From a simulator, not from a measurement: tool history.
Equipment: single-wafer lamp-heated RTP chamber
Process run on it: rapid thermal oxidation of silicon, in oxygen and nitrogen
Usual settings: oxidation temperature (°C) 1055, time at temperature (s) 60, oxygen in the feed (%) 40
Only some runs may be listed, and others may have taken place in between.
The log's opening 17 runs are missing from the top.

| run | hour | oxidation temperature (°C) | time at temperature (s) | oxygen in the feed (%) | wafers since the last listed run | wafers since the last pyrometer calibration | hours since the oxygen flow controller was replaced | hours since the gauge calibration | read-back reference wafer on the same gauge, thickness | oxide thickness on the monitor wafer (nm) |
|---|---|---|---|---|---|---|---|---|---|---|
| 18 | 462.6 | 1055 | 60 | 40 | 300 | 1112 | 144.7 | 626.9 | 6.941 | 6.435 |
| 19 | 481.4 | 1055 | 60 | 40 | 176 | 1289 | 163.5 | 645.7 | 6.959 | 6.429 |
| 20 | 496 | 1055 | 83 | 29 | 137 | 1426 | 178.1 | 660.3 | 6.951 | 6.586 |
| 21 | 512.3 | 1055 | 81 | 40 | 153 | 1579 | 194.4 | 676.6 | 6.941 | 7.386 |
|  | 531 | gauge calibrated |
| 22 | 532.2 | 1055 | 60 | 40 | 187 | 1766 | 214.3 | 1.2 | 6.964 | 6.4 |
|  | 564.6 | pyrometer window cleaned and pyrometer calibrated, repeated, since the last time left the tool worse |
| 23 | 565.1 | 1029 | 40 | 40 | 234 | 4 | 247.2 | 34.1 | 6.953 | 4.193 |
| 24 | 583.5 | 1055 | 50 | 40 | 173 | 177 | 265.6 | 52.5 | 6.954 | 5.509 |
| 25 | 608.6 | 1029 | 44 | 18 | 236 | 413 | 290.7 | 77.6 | 6.955 | 3.459 |
| 26 | 633.7 | 1055 | 60 | 40 | 236 | 650 | 315.8 | 102.7 | 6.953 | 5.977 |
| 27 | 655.4 | 1055 | 60 | 40 | 204 | 854 | 337.5 | 124.4 | 6.948 | 5.976 |
| 28 | 683.7 | 1043 | 70 | 17 | 266 | 1120 | 365.8 | 152.7 | 6.943 | 4.39 |
| 29 | 703.8 | 1043 | 70 | 17 | 189 | 1309 | 385.9 | 172.8 | 6.946 | 4.44 |
| 30 | 722 | 1079 | 82 | 26 | 171 | 1480 | 404.1 | 191 | 6.952 | 6.996 |
| 31 | 753 | 1055 | 60 | 67 | 291 | 1772 | 435.1 | 222 | 6.95 | 7.221 |
| 32 | 782.7 | 1074 | 60 | 66 | 279 | 2051 | 464.8 | 251.7 | 6.957 | 8.107 |
| 33 | 812.3 | 1055 | 60 | 40 | 278 | 2330 | 494.4 | 281.3 | 6.956 | 6.085 |
| 34 | 839.6 | 1055 | 43 | 40 | 256 | 2587 | 521.7 | 308.6 | 6.955 | 5.242 |
| 35 | 874.4 | 1063 | 60 | 29 | 327 | 2914 | 556.5 | 343.4 | 6.957 | 5.726 |

The next listed run, before its measurement:
| 36 | 892 | 1055 | 60 | 40 | 165 | 3080 | 574.1 | 361 | ? | ? |

read-back reference wafer on the same gauge, thickness: 6.945
oxide thickness on the monitor wafer (nm): 6.151
Minus the tool's unlogged condition, the same run would have read oxide thickness on the monitor wafer (nm) 5.954.
